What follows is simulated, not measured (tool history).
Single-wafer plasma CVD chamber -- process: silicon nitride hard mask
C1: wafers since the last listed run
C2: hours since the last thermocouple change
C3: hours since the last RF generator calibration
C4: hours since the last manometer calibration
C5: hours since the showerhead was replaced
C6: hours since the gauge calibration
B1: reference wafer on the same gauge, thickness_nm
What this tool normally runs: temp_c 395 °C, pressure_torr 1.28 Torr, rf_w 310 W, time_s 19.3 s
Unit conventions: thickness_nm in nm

{"run": 1, "hour": 0.0, "temp_c": 395, "pressure_torr": 1.28, "rf_w": 310, "time_s": 19.3, "C1": 0, "C2": 1762.0, "C3": 1180.8, "C4": 2159.2, "C5": 34.3, "C6": 1379.4, "B1": 23.092, "thickness_nm": 21.537}
{"run": 2, "hour": 53.1, "temp_c": 395, "pressure_torr": 1.28, "rf_w": 310, "time_s": 19.3, "C1": 1082, "C2": 1815.1, "C3": 1233.9, "C4": 2212.3, "C5": 87.4, "C6": 1432.5, "B1": 23.078, "thickness_nm": 21.53}
{"run": 3, "hour": 83.9, "temp_c": 395, "pressure_torr": 1.28, "rf_w": 310, "time_s": 19.3, "C1": 627, "C2": 1845.9, "C3": 1264.7, "C4": 2243.1, "C5": 118.2, "C6": 1463.3, "B1": 23.126, "thickness_nm": 21.482}
{"run": 4, "hour": 120.0, "temp_c": 395, "pressure_torr": 1.28, "rf_w": 310, "time_s": 19.3, "C1": 736, "C2": 1882.0, "C3": 1300.8, "C4": 2279.2, "C5": 154.3, "C6": 1499.4, "B1": 23.099, "thickness_nm": 21.507}
{"run": 5, "hour": 163.0, "temp_c": 395, "pressure_torr": 1.28, "rf_w": 310, "time_s": 19.3, "C1": 876, "C2": 1925.0, "C3": 1343.8, "C4": 2322.2, "C5": 197.3, "C6": 1542.4, "B1": 23.095, "thickness_nm": 21.397}
{"run": 6, "hour": 226.4, "temp_c": 395, "pressure_torr": 1.28, "rf_w": 310, "time_s": 19.3, "C1": 1292, "C2": 1988.4, "C3": 1407.2, "C4": 2385.6, "C5": 260.7, "C6": 1605.8, "B1": 23.123, "thickness_nm": 21.261}
{"hour": 265.4, "done": "gauge calibrated"}
{"hour": 289.3, "done": "capacitance manometer re-zeroed and calibrated"}
{"run": 7, "hour": 292.5, "temp_c": 408, "pressure_torr": 1.4, "rf_w": 285, "time_s": 17.3, "C1": 1184, "C2": 2054.5, "C3": 1473.3, "C4": 3.2, "C5": 326.8, "C6": 27.1, "B1": 23.117, "thickness_nm": 18.809}
{"run": 8, "hour": 350.1, "temp_c": 395, "pressure_torr": 1.28, "rf_w": 260, "time_s": 21.1, "C1": 1174, "C2": 2112.1, "C3": 1530.9, "C4": 60.8, "C5": 384.4, "C6": 84.7, "B1": 23.087, "thickness_nm": 20.237}
{"run": 9, "hour": 376.8, "temp_c": 401, "pressure_torr": 1.28, "rf_w": 310, "time_s": 19.3, "C1": 544, "C2": 2138.8, "C3": 1557.6, "C4": 87.5, "C5": 411.1, "C6": 111.4, "B1": 23.117, "thickness_nm": 21.813}
{"run": 10, "hour": 413.3, "temp_c": 389, "pressure_torr": 1.41, "rf_w": 280, "time_s": 19.3, "C1": 744, "C2": 2175.3, "C3": 1594.1, "C4": 124.0, "C5": 447.6, "C6": 147.9, "B1": 23.087, "thickness_nm": 20.825}
{"run": 11, "hour": 482.7, "temp_c": 400, "pressure_torr": 1.19, "rf_w": 310, "time_s": 23.0, "C1": 1415, "C2": 2244.7, "C3": 1663.5, "C4": 193.4, "C5": 517.0, "C6": 217.3, "B1": 23.094, "thickness_nm": 25.147}
{"run": 12, "hour": 524.5, "temp_c": 390, "pressure_torr": 1.28, "rf_w": 350, "time_s": 18.3, "C1": 852, "C2": 2286.5, "C3": 1705.3, "C4": 235.2, "C5": 558.8, "C6": 259.1, "B1": 23.106, "thickness_nm": 23.002}
{"run": 13, "hour": 590.0, "temp_c": 395, "pressure_torr": 1.28, "rf_w": 310, "time_s": 19.3, "C1": 1335, "C2": 2352.0, "C3": 1770.8, "C4": 300.7, "C5": 624.3, "C6": 324.6, "B1": 23.114, "thickness_nm": 21.848}
{"run": 14, "hour": 616.7, "temp_c": 406, "pressure_torr": 1.04, "rf_w": 310, "time_s": 19.3, "C1": 544, "C2": 2378.7, "C3": 1797.5, "C4": 327.4, "C5": 651.0, "C6": 351.3, "B1": 23.119, "thickness_nm": 19.703}
{"run": 15, "hour": 731.5, "temp_c": 381, "pressure_torr": 1.28, "rf_w": 260, "time_s": 18.3, "C1": 2340, "C2": 2493.5, "C3": 1912.3, "C4": 442.2, "C5": 765.8, "C6": 466.1, "B1": 23.113, "thickness_nm": 17.661}
{"hour": 803.3, "done": "thermocouple changed; heater temperature recalibrated"}
{"run": 16, "hour": 803.8, "temp_c": 402, "pressure_torr": 1.03, "rf_w": 310, "time_s": 21.1, "C1": 1311, "C2": 0.5, "C3": 1984.6, "C4": 514.5, "C5": 838.1, "C6": 538.4, "B1": 23.099, "thickness_nm": 21.39}
{"run": 17, "hour": 823.8, "temp_c": 395, "pressure_torr": 1.28, "rf_w": 310, "time_s": 19.3, "C1": 407, "C2": 20.5, "C3": 2004.6, "C4": 534.5, "C5": 858.1, "C6": 558.4, "B1": 23.127, "thickness_nm": 21.864}
{"run": 18, "hour": 874.4, "temp_c": 399, "pressure_torr": 1.59, "rf_w": 330, "time_s": 21.9, "C1": 1031, "C2": 71.1, "C3": 2055.2, "C4": 585.1, "C5": 908.7, "C6": 609.0, "B1": 23.103, "thickness_nm": 28.204}
{"run": 19, "hour": 908.8, "temp_c": 387, "pressure_torr": 1.28, "rf_w": 290, "time_s": 16.1, "C1": 701, "C2": 105.5, "C3": 2089.6, "C4": 619.5, "C5": 943.1, "C6": 643.4, "B1": 23.125, "thickness_nm": 17.126}
{"run": 20, "hour": 964.0, "temp_c": 391, "pressure_torr": 1.28, "rf_w": 260, "time_s": 22.3, "C1": 1125, "C2": 160.7, "C3": 2144.8, "C4": 674.7, "C5": 998.3, "C6": 698.6, "B1": 23.101, "thickness_nm": 21.586}
{"hour": 972.9, "done": "RF generator calibrated"}
{"run": 21, "hour": 1035.4, "temp_c": 407, "pressure_torr": 1.28, "rf_w": 340, "time_s": 16.4, "C1": 1292, "C2": 232.1, "C3": 62.5, "C4": 746.1, "C5": 1069.7, "C6": 770.0, "B1": 23.078, "thickness_nm": 20.212}
{"run": 22, "hour": 1102.3, "temp_c": 395, "pressure_torr": 1.28, "rf_w": 335, "time_s": 19.3, "C1": 1364, "C2": 299.0, "C3": 129.4, "C4": 813.0, "C5": 1136.6, "C6": 836.9, "B1": 23.101, "thickness_nm": 23.461}
{"run": 23, "hour": 1243.5, "temp_c": 402, "pressure_torr": 1.28, "rf_w": 360, "time_s": 19.3, "C1": 2878, "C2": 440.2, "C3": 270.6, "C4": 954.2, "C5": 1277.8, "C6": 978.1, "B1": 23.115, "thickness_nm": 24.884}
{"run": 24, "hour": 1268.1, "temp_c": 386, "pressure_torr": 1.0, "rf_w": 350, "time_s": 17.1, "C1": 501, "C2": 464.8, "C3": 295.2, "C4": 978.8, "C5": 1302.4, "C6": 1002.7, "B1": 23.124, "thickness_nm": 19.265}
{"run": 25, "hour": 1303.5, "temp_c": 409, "pressure_torr": 1.11, "rf_w": 330, "time_s": 20.9, "C1": 721, "C2": 500.2, "C3": 330.6, "C4": 1014.2, "C5": 1337.8, "C6": 1038.1, "B1": 23.104, "thickness_nm": 23.454}
{"run": 26, "hour": 1370.0, "temp_c": 395, "pressure_torr": 1.28, "rf_w": 310, "time_s": 19.3, "C1": 1355, "C2": 566.7, "C3": 397.1, "C4": 1080.7, "C5": 1404.3, "C6": 1104.6, "B1": 23.112, "thickness_nm": 21.951}
{"run": 27, "hour": 1402.0, "temp_c": 386, "pressure_torr": 1.18, "rf_w": 350, "time_s": 19.3, "C1": 652, "C2": 598.7, "C3": 429.1, "C4": 1112.7, "C5": 1436.3, "C6": 1136.6, "B1": 23.086, "thickness_nm": 23.587}
{"run": 28, "hour": 1462.4, "temp_c": 395, "pressure_torr": 1.28, "rf_w": 310, "time_s": 19.3, "C1": 1231, "C2": 659.1, "C3": 489.5, "C4": 1173.1, "C5": 1496.7, "C6": 1197.0, "B1": 23.103, "thickness_nm": 21.893}
{"run": 29, "hour": 1517.5, "temp_c": 409, "pressure_torr": 1.28, "rf_w": 310, "time_s": 19.3, "C1": 1123, "C2": 714.2, "C3": 544.6, "C4": 1228.2, "C5": 1551.8, "C6": 1252.1, "B1": 23.108, "thickness_nm": 21.788}

Across each entry between runs, compare the hidden state at the last listed run before it with the hidden state at the first listed run after it:
Between runs 6 and 7: gauge calibrated (hour 265.4); capacitance manometer re-zeroed and calibrated (hour 289.3)
  delivered RF power above the setpoint (%): -1.43 -> -1.5; true pressure above the setpoint (%): -5.19 -> 0.733
  measured result minus the result with no hidden state, thickness_nm: -0.745 -> -0.193 nm
Between runs 15 and 16: thermocouple changed; heater temperature recalibrated (hour 803.3)
  delivered RF power above the setpoint (%): -1.94 -> -2.01; true pressure above the setpoint (%): 0.515 -> 0.438
  measured result minus the result with no hidden state, thickness_nm: -0.276 -> -0.327 nm
Between runs 20 and 21: RF generator calibrated (hour 972.9)
  delivered RF power above the setpoint (%): -2.17 -> -0.226; true pressure above the setpoint (%): 0.226 -> 0.113
  measured result minus the result with no hidden state, thickness_nm: -0.411 -> -0.028 nm
